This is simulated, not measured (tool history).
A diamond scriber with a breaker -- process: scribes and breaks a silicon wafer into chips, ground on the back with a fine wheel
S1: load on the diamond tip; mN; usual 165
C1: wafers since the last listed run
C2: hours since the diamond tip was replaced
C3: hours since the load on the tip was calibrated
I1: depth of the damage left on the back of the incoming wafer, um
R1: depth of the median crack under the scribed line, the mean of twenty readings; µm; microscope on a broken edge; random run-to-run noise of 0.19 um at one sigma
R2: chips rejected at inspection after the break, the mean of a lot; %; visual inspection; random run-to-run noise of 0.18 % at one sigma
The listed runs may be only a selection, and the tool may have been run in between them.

Run 1, day 0: usual settings but S1 203 mN; C1 0; C2 143.5; C3 454; I1 2.71. Result: R1 12.03 µm, R2 5.05 %.
Run 2, day 1.671: usual settings; C1 116; C2 183.6; C3 494.1; I1 2.46. Result: R1 10.51 µm, R2 2.86 %.
Run 3, day 3.175: usual settings; C1 104; C2 219.7; C3 530.2; I1 2.61. Result: R1 10.65 µm, R2 2.89 %.
Run 4, day 5.292: usual settings; C1 147; C2 270.5; C3 581; I1 2.04. Result: R1 10.7 µm, R2 2.36 %.
Run 5, day 8.121: usual settings but S1 177 mN; C1 196; C2 338.4; C3 648.9; I1 2.27. Result: R1 11.01 µm, R2 2.62 %.
Run 6, day 9.808: usual settings but S1 144 mN; C1 117; C2 378.9; C3 689.4; I1 2.06. Result: R1 10.05 µm, R2 3.29 %.
Run 7, day 11.562: usual settings; C1 122; C2 421; C3 731.5; I1 2.38. Result: R1 10.7 µm, R2 2.35 %.
Run 8, day 13.162: usual settings; C1 111; C2 459.4; C3 769.9; I1 1.91. Result: R1 10.77 µm, R2 1.79 %.
At day 13.908: diamond tip replaced by a new one.
Run 9, day 14.758: usual settings; C1 105; C2 20.4; C3 808.2; I1 1.57. Result: R1 10.51 µm, R2 1.58 %.
Run 10, day 15.95: usual settings; C1 82; C2 49; C3 836.8; I1 1.68. Result: R1 10.57 µm, R2 1.99 %.
Run 11, day 18.721: usual settings; C1 192; C2 115.5; C3 903.3; I1 2.32. Result: R1 10.3 µm, R2 2.68 %.
Run 12, day 21.683: usual settings; C1 206; C2 186.6; C3 974.4; I1 2.51. Result: R1 10.71 µm, R2 2.72 %.
Run 13, day 24.375: usual settings; C1 187; C2 251.2; C3 1039; I1 1.75. Result: R1 10.89 µm, R2 1.89 %.
Run 14, day 25.429: usual settings; C1 73; C2 276.5; C3 1064.3; I1 1.71. Result: R1 10.83 µm, R2 1.97 %.
Run 15, day 26.646: usual settings; C1 84; C2 305.7; C3 1093.5; I1 1.91. Result: R1 10.88 µm, R2 2.21 %.
Run 16, day 28.283: usual settings but S1 181 mN; C1 113; C2 345; C3 1132.8; I1 2.09. Result: R1 11.17 µm, R2 2.4 %.
At day 31.033: diamond tip replaced by a new one.
Run 17, day 31.054: usual settings but S1 179 mN; C1 187; C2 0.5; C3 1199.3; I1 2.62. Result: R1 11.07 µm, R2 3.23 %.
At day 32.562: load on the tip recalibrated.
Run 18, day 33.079: usual settings but S1 183 mN; C1 135; C2 49.1; C3 12.4; I1 2.63. Result: R1 11.18 µm, R2 3.2 %.
Run 19, day 34.612: usual settings but S1 126 mN; C1 106; C2 85.9; C3 49.2; I1 2.13. Result: R1 9.24 µm, R2 5.74 %.
Run 20, day 35.904: usual settings but S1 140 mN; C1 89; C2 116.9; C3 80.2; I1 2.72. Result: R1 9.92 µm, R2 4.91 %.
Run 21, day 37.238: usual settings but S1 115 mN; C1 92; C2 148.9; C3 112.2; I1 2.01. Result: R1 8.88 µm, R2 6.37 %.
Run 22, day 38.521: usual settings; C1 89; C2 179.7; C3 143; I1 2.73. Result: R1 10.8 µm, R2 3.52 %.
Run 23, day 41.254: usual settings; C1 190; C2 245.3; C3 208.6; I1 1.68. Result: R1 10.8 µm, R2 1.89 %.
Run 24, day 43.321: usual settings; C1 143; C2 294.9; C3 258.2; I1 1.94. Result: R1 10.19 µm, R2 1.99 %.
Run 25, day 45.108: usual settings but S1 188 mN; C1 124; C2 337.8; C3 301.1; I1 2.76. Result: R1 11.28 µm, R2 3.96 %.
At day 51.538: diamond tip replaced by a new one.
Run 26, day 53.054: usual settings but S1 136 mN; C1 547; C2 36.4; C3 491.8; I1 2.13. Result: R1 9.61 µm, R2 3.79 %.
Run 27, day 54.367: usual settings but S1 187 mN; C1 91; C2 67.9; C3 523.3; I1 2.87. Result: R1 11.03 µm, R2 3.28 %.
Run 28, day 56.875: usual settings; C1 174; C2 128.1; C3 583.5; I1 2.75. Result: R1 10.76 µm, R2 2.97 %.
Run 29, day 58.521: usual settings; C1 114; C2 167.6; C3 623; I1 2.16. Result: R1 10.54 µm, R2 2.26 %.
Run 30, day 59.712: usual settings but S1 131 mN; C1 82; C2 196.2; C3 651.6; I1 1.93. Result: R1 9.62 µm, R2 4.32 %.
Run 31, day 63.379: usual settings; C1 255; C2 284.2; C3 739.6; I1 2.6. Result: R1 10.63 µm, R2 3.27 %.
Run 32, day 65.446: usual settings but S1 195 mN; C1 143; C2 333.8; C3 789.2; I1 2.75. Result: R1 11.75 µm, R2 4.26 %.
Run 33, day 67.742: usual settings but S1 185 mN; C1 159; C2 388.9; C3 844.3; I1 1.79. Result: R1 11.79 µm, R2 2.57 %.
Run 34, day 69.829: usual settings but S1 132 mN; C1 145; C2 439; C3 894.4; I1 2.14. Result: R1 9.65 µm, R2 4.39 %.
Run 35, day 70.967: usual settings; C1 79; C2 466.3; C3 921.7; I1 2.19. Result: R1 10.58 µm, R2 2.26 %.
At day 72.346: diamond tip replaced by a new one.
Run 36, day 72.5: usual settings; C1 100; C2 3.7; C3 958.5; I1 2.89. Result: R1 10.59 µm, R2 3.51 %.
Run 37, day 73.575: usual settings but S1 134 mN; C1 74; C2 29.5; C3 984.3; I1 2.47. Result: R1 9.54 µm, R2 5.76 %.
Run 38, day 74.9: usual settings; C1 92; C2 61.3; C3 1016.1; I1 2.89. Result: R1 10.53 µm, R2 3.49 %.
Run 39, day 76: usual settings but S1 146 mN; C1 76; C2 87.7; C3 1042.5; I1 2.92. Result: R1 10.14 µm, R2 4.14 %.
Run 40, day 78.579: usual settings but S1 194 mN; C1 179; C2 149.6; C3 1104.4; I1 1.52. Result: R1 11.36 µm, R2 2.92 %.
Run 41, day 81.483: usual settings but S1 128 mN; C1 202; C2 219.3; C3 1174.1; I1 2.14. Result: R1 9.65 µm, R2 5.2 %.

4 ways to go on from here, each from the tool as it stands after run 41. What would each give?
Run A, day 81.508: usual settings but S1 182 mN; C1 1; C2 219.9; C3 1174.7; I1 1.63. Result: R1 ?, R2 ?.
Run B, day 81.508: usual settings but S1 212 mN; C1 1; C2 219.9; C3 1174.7; I1 1.63. Result: R1 ?, R2 ?.
Run C, day 81.508: usual settings but S1 200 mN; C1 1; C2 219.9; C3 1174.7; I1 1.63. Result: R1 ?, R2 ?.
Run D, day 81.508: usual settings but S1 152 mN; C1 1; C2 219.9; C3 1174.7; I1 1.63. Result: R1 ?, R2 ?.

run     R1    R2
  A  11.29  2.11
  B  12.27  4.37
  C  11.88  3.26
  D  10.27  2.07
Without the tool's hidden state the same runs would have given:
run     R1    R2
  A  11.29  2.11
  B  12.27  4.37
  C  11.88  3.26
  D  10.27  2.07
